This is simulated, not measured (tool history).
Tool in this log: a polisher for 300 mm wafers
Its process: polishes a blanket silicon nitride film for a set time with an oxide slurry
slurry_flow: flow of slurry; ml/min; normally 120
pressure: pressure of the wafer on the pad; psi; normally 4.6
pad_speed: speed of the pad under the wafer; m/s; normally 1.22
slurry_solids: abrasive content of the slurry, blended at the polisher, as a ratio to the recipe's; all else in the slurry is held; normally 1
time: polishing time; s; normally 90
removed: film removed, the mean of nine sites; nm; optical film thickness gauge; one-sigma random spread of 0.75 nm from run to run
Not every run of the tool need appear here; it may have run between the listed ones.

run,day,slurry_flow,pressure,pad_speed,slurry_solids,time,"incoming thickness of the incoming film, nm",removed
1,0,120,4.6,1.22,1,90,261.5,81.9
# day 3.392: conditioning disc replaced and pad reconditioned
2,4.046,120,4.6,1.22,1,90,259.3,80.5
3,7.417,120,4.6,1.22,1,90,261.9,77.4
# day 7.65: slurry nozzle cleaned
# day 7.675: head pressure recalibrated
4,9.142,120,4.6,1.58,1,120,256.4,126.5
# day 10.35: slurry blender recalibrated
5,11.279,120,4.6,0.96,1,90,259.4,63.1
6,13.238,120,4.6,1.22,1,90,256.1,75.8
# day 15.108: worn pad replaced by a new one
7,15.475,120,4.6,0.92,1,90,260,69.2
8,17.154,120,4.6,1.22,1,90,259.9,84.7
9,19.279,130,4.6,1.04,1,90,257.1,75.7
10,23.058,100,4.6,0.96,1.2,74,256.9,58.5
11,24.862,120,6.1,0.94,0.75,67,260.5,56.6
12,26.388,120,4.6,1.44,1,114,258.2,116.6
13,29.371,120,3.8,1,1,90,258.2,55.8
# day 29.733: conditioning disc replaced and pad reconditioned
# day 30.188: slurry blender recalibrated
# day 30.921: slurry nozzle cleaned
14,32.462,135,4.6,1.5,1,61,260.5,64.5
15,34.871,120,4.6,1.22,0.85,117,262.4,93.8
# day 35.892: head pressure recalibrated
16,36.542,155,5.3,1.22,0.75,90,262,80.8
17,39.288,95,3.5,1.5,1,90,256.7,64.2
# day 41.646: worn pad replaced by a new one
18,42.483,80,4.6,1.56,0.75,119,260.3,105.5
19,46.046,105,4.6,1.22,1,66,258.2,59.8
20,50.15,110,4.6,1.62,1.15,71,263.2,83.9
# day 50.979: slurry blender recalibrated
# day 52.283: conditioning disc replaced and pad reconditioned
21,52.829,120,5,1.22,1,90,260.1,88.5
# day 54.742: slurry nozzle cleaned
22,57.329,150,4.6,1.22,1,90,259.8,84.8
23,59.733,100,4.6,1.54,1.15,90,257.5,96.5
24,61.929,120,5.1,1.22,0.85,90,256.1,81.1

Branching from run 24: 5 alternative next runs. What would each branch give?
A,61.946,120,4.6,1.48,1,90,262.2,?
B,61.946,120,4.6,1.46,1,82,262.2,?
C,61.946,120,4.6,1.04,1,90,262.2,?
D,61.946,80,5.4,1.22,1,90,262.2,?
E,61.946,95,3.9,1.6,1.1,90,262.2,?

run,removed
A,91.6
B,82.5
C,69.1
D,81.8
E,81.3
With the hidden condition removed and each run's random variation left untouched, the same runs would have given:
run,removed
A,100.3
B,90.4
C,75.7
D,89.6
E,89.1
